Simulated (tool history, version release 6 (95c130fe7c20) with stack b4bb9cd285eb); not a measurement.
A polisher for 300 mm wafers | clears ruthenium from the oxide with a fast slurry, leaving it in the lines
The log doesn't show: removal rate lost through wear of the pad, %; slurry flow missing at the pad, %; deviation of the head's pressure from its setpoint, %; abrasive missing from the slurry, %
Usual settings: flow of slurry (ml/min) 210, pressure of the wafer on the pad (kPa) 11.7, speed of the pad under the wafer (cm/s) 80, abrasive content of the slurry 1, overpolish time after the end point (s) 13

run,day,flow of slurry (ml/min),pressure of the wafer on the pad (kPa),speed of the pad under the wafer (cm/s),abrasive content of the slurry,overpolish time after the end point (s),wafers since the last listed run,wafers polished on this pad,hours since the slurry nozzle was cleaned,hours since the head pressure was calibrated,hours since the slurry blender was calibrated,"incoming thickness of the incoming film, nm",time until the end point was called (s),dishing of a wide line in a test structure (nm)
1,0,210,11.7,80,0.85,13,0,903,334.3,745.4,125,208.3,95.8,19.9
2,0.921,210,11.7,80,0.85,13,233,1136,356.4,767.5,147.1,207.6,97.2,19.4
3,2.279,210,11.7,80,0.85,13,343,1479,389,800.1,179.7,211.6,99.6,19.5
# day 2.883: worn pad replaced by a new one
4,2.904,210,13.8,96,1,13,115,5,404,815.1,194.7,209.1,60.3,29.3
5,3.888,210,13.8,96,1,13,248,254,427.6,838.7,218.3,208.8,61.2,29.4
6,5.204,210,13.8,96,1,13,333,587,459.2,870.3,249.9,210.7,61.6,29.4
7,5.929,210,11.7,98,1,13,183,770,476.6,887.7,267.3,210.5,70,26
8,6.988,210,11.7,98,1,13,267,1038,502,913.1,292.7,211.3,69.9,26.1
# day 7.658: slurry blender recalibrated
9,7.746,210,11.7,80,1,13,170,1209,520.2,931.3,2.1,206.2,86.2,21.8
# day 8.958: worn pad replaced by a new one
10,8.979,210,11.7,80,1,13,269,5,549.8,960.9,31.7,207.3,87.1,21.8
11,9.496,210,11.7,80,1,13,130,135,562.2,973.3,44.1,207.7,86.1,21.7
12,10.875,150,11.7,80,1,13,348,484,595.3,1006.4,77.2,211.9,94,21
# day 11.329: head pressure recalibrated
13,11.658,150,11.7,56,1,13,177,661,614.1,7.9,96,208.9,132.3,15
# day 11.704: slurry nozzle cleaned
14,12.454,275,11.7,80,1.1,19,190,852,18,27,115.1,210.4,75.1,33.3
15,13.717,210,8.3,80,0.7,13,319,1172,48.3,57.3,145.4,210.1,167.3,12
# day 14.229: worn pad replaced by a new one
16,14.317,165,11.7,90,1,17,109,22,62.7,71.7,159.8,209.6,74.8,30.6
17,15.204,210,11.7,80,1,13,224,246,84,93,181.1,211.9,84.3,22.5
18,15.921,210,11.7,100,1,13,181,428,101.2,110.2,198.3,210.8,67.4,27.1
19,17.25,155,11.7,80,1,13,336,764,133.1,142.1,230.2,213.3,87.3,21.6
20,18.512,210,11.7,80,1,13,319,1084,163.4,172.4,260.5,212.8,84,22.7
21,19.783,255,11.7,80,1,19,321,1405,193.9,202.9,291,207.7,83.6,30.6
# day 20.421: worn pad replaced by a new one
22,20.442,210,11.7,58,1,13,124,5,209.7,218.7,306.8,211,113.4,16.8
23,20.9,210,11.7,58,1,13,115,120,220.7,229.7,317.8,211.5,115.8,17.1
# day 21.2: slurry blender recalibrated
24,21.904,210,11.7,88,1,7,233,353,244.8,253.8,16.9,213.2,77.5,14.2
25,22.767,210,11.7,68,1,13,218,572,265.5,274.5,37.6,209.1,96.8,19.3
26,23.692,210,11.7,80,1,13,234,806,287.7,296.7,59.8,208.5,81.5,22.5
# day 25.592: worn pad replaced by a new one
27,27.667,210,11.7,80,1,13,963,525,383.1,392.1,155.2,211.3,85,22.3

5 ways to go on from here, each from the tool as it stands after run 27. What would each give?
A,27.688,210,11.7,80,1,13,5,530,383.6,392.6,155.7,210.6,?,?
B,27.688,240,8.3,66,1,13,5,530,383.6,392.6,155.7,210.6,?,?
C,27.688,140,11.7,90,1,13,5,530,383.6,392.6,155.7,210.6,?,?
D,27.688,210,11.7,80,0.75,13,5,530,383.6,392.6,155.7,210.6,?,?
E,27.688,165,11.7,72,1.3,13,5,530,383.6,392.6,155.7,210.6,?,?

run,time until the end point was called (s),dishing of a wide line in a test structure (nm)
A,83.9,22.4
B,137.9,14.4
C,77.7,24
D,111.4,17.5
E,81,23.1
Without the tool's hidden state the same runs would have given:
run,time until the end point was called (s),dishing of a wide line in a test structure (nm)
A,82.2,22.8
B,135.3,14.6
C,75.7,24.5
D,109.1,17.8
E,79.1,23.6

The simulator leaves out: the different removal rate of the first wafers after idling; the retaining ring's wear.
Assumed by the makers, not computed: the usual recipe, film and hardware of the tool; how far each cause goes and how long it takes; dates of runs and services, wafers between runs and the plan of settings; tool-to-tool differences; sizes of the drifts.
